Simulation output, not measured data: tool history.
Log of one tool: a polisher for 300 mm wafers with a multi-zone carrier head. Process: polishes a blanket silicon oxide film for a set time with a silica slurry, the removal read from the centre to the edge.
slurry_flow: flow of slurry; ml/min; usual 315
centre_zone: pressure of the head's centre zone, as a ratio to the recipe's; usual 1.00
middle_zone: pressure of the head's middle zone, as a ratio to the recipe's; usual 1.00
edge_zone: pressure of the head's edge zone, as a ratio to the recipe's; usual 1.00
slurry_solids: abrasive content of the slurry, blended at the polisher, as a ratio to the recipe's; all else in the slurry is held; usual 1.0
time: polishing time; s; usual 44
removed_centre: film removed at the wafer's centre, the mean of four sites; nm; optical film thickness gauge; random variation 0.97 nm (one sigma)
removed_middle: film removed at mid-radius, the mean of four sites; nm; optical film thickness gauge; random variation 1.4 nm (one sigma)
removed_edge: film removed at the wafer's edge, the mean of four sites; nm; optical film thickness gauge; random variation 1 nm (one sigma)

| run | day | slurry_flow | centre_zone | middle_zone | edge_zone | slurry_solids | time | wafers since the last listed run | wafers polished on this pad | hours since the slurry nozzle was cleaned | hours since the centre zone pressure was calibrated | hours since the edge zone pressure was calibrated | hours since the carrier head's membrane was replaced | incoming thickness of the incoming film, nm | removed_centre | removed_middle | removed_edge |
|---|---|---|---|---|---|---|---|---|---|---|---|---|---|---|---|---|---|
| 1 | 0.000 | 315 | 1.00 | 1.00 | 1.00 | 1.0 | 44 | 0 | 2280 | 373.4 | 183.6 | 711.5 | 715.3 | 1796.2 | 110.7 | 108.3 | 104.9 |
| 2 | 1.892 | 315 | 1.00 | 1.00 | 1.00 | 1.0 | 44 | 333 | 2613 | 418.8 | 229.0 | 756.9 | 760.7 | 1824.9 | 110.4 | 107.9 | 105.7 |
| 3 | 3.679 | 315 | 1.00 | 1.00 | 1.00 | 1.0 | 44 | 315 | 2929 | 461.7 | 271.9 | 799.8 | 803.6 | 1830.5 | 111.3 | 106.5 | 105.6 |
|  | 3.908 | edge zone pressure recalibrated |
| 4 | 6.967 | 315 | 1.04 | 1.00 | 1.00 | 1.0 | 44 | 565 | 3494 | 540.6 | 350.8 | 73.4 | 882.5 | 1823.8 | 116.1 | 108.0 | 105.3 |
| 5 | 8.779 | 315 | 1.00 | 1.00 | 1.00 | 1.0 | 44 | 319 | 3814 | 584.1 | 394.3 | 116.9 | 926.0 | 1848.0 | 111.2 | 109.2 | 106.3 |
| 6 | 10.950 | 315 | 1.00 | 1.00 | 1.00 | 1.0 | 44 | 383 | 4197 | 636.2 | 446.4 | 169.0 | 978.1 | 1851.3 | 112.9 | 110.4 | 106.4 |
| 7 | 13.354 | 315 | 0.90 | 1.00 | 1.08 | 1.2 | 44 | 424 | 4622 | 693.9 | 504.1 | 226.7 | 1035.8 | 1829.4 | 111.3 | 118.9 | 120.4 |
|  | 13.733 | worn pad replaced by a new one |
| 8 | 17.717 | 315 | 1.00 | 1.12 | 1.00 | 1.0 | 44 | 740 | 702 | 798.6 | 608.8 | 331.4 | 1140.5 | 1839.5 | 115.4 | 119.6 | 107.4 |
|  | 18.017 | carrier head's membrane replaced by a new one |
|  | 20.288 | slurry nozzle cleaned |
| 9 | 21.854 | 315 | 1.00 | 1.09 | 0.90 | 1.0 | 44 | 686 | 1388 | 37.6 | 708.1 | 430.7 | 92.1 | 1796.8 | 116.3 | 116.9 | 97.9 |
|  | 23.129 | centre zone pressure recalibrated |
| 10 | 25.867 | 315 | 1.08 | 1.05 | 1.00 | 1.0 | 44 | 693 | 2082 | 133.9 | 65.7 | 527.0 | 188.4 | 1829.1 | 114.9 | 112.4 | 106.7 |
| 11 | 30.129 | 315 | 1.00 | 0.91 | 0.90 | 1.0 | 40 | 752 | 2834 | 236.2 | 168.0 | 629.3 | 290.7 | 1840.0 | 98.5 | 91.4 | 90.2 |
| 12 | 34.229 | 315 | 1.00 | 1.00 | 0.88 | 1.0 | 37 | 723 | 3558 | 334.6 | 266.4 | 727.7 | 389.1 | 1810.9 | 91.6 | 90.9 | 82.5 |
| 13 | 35.775 | 315 | 1.00 | 1.00 | 1.05 | 1.0 | 44 | 272 | 3830 | 371.7 | 303.5 | 764.8 | 426.2 | 1835.9 | 110.6 | 111.3 | 109.4 |
|  | 37.004 | edge zone pressure recalibrated |
| 14 | 39.629 | 315 | 1.00 | 1.00 | 1.00 | 1.0 | 44 | 665 | 4496 | 464.2 | 396.0 | 63.0 | 518.7 | 1851.9 | 110.9 | 110.1 | 104.8 |
|  | 42.200 | worn pad replaced by a new one |
| 15 | 44.062 | 285 | 1.00 | 1.00 | 1.06 | 1.0 | 44 | 752 | 328 | 570.6 | 502.4 | 169.4 | 625.1 | 1838.1 | 112.6 | 108.3 | 108.4 |
| 16 | 45.621 | 270 | 1.00 | 1.00 | 1.00 | 1.0 | 38 | 275 | 603 | 608.0 | 539.8 | 206.8 | 662.5 | 1816.1 | 96.7 | 93.5 | 90.7 |

Forecast run 17:
| 17 | 48.267 | 405 | 1.00 | 1.00 | 1.00 | 1.0 | 44 | 466 | 1070 | 671.5 | 603.3 | 270.3 | 726.0 | 1831.6 | ? | ? | ? |

{"run 17": {"removed_centre": 116.3, "removed_middle": 111.6, "removed_edge": 108.1}}
Without the tool's hidden state the same run would have given removed_centre 107.2 nm, removed_middle 111.6 nm, removed_edge 108.1 nm.

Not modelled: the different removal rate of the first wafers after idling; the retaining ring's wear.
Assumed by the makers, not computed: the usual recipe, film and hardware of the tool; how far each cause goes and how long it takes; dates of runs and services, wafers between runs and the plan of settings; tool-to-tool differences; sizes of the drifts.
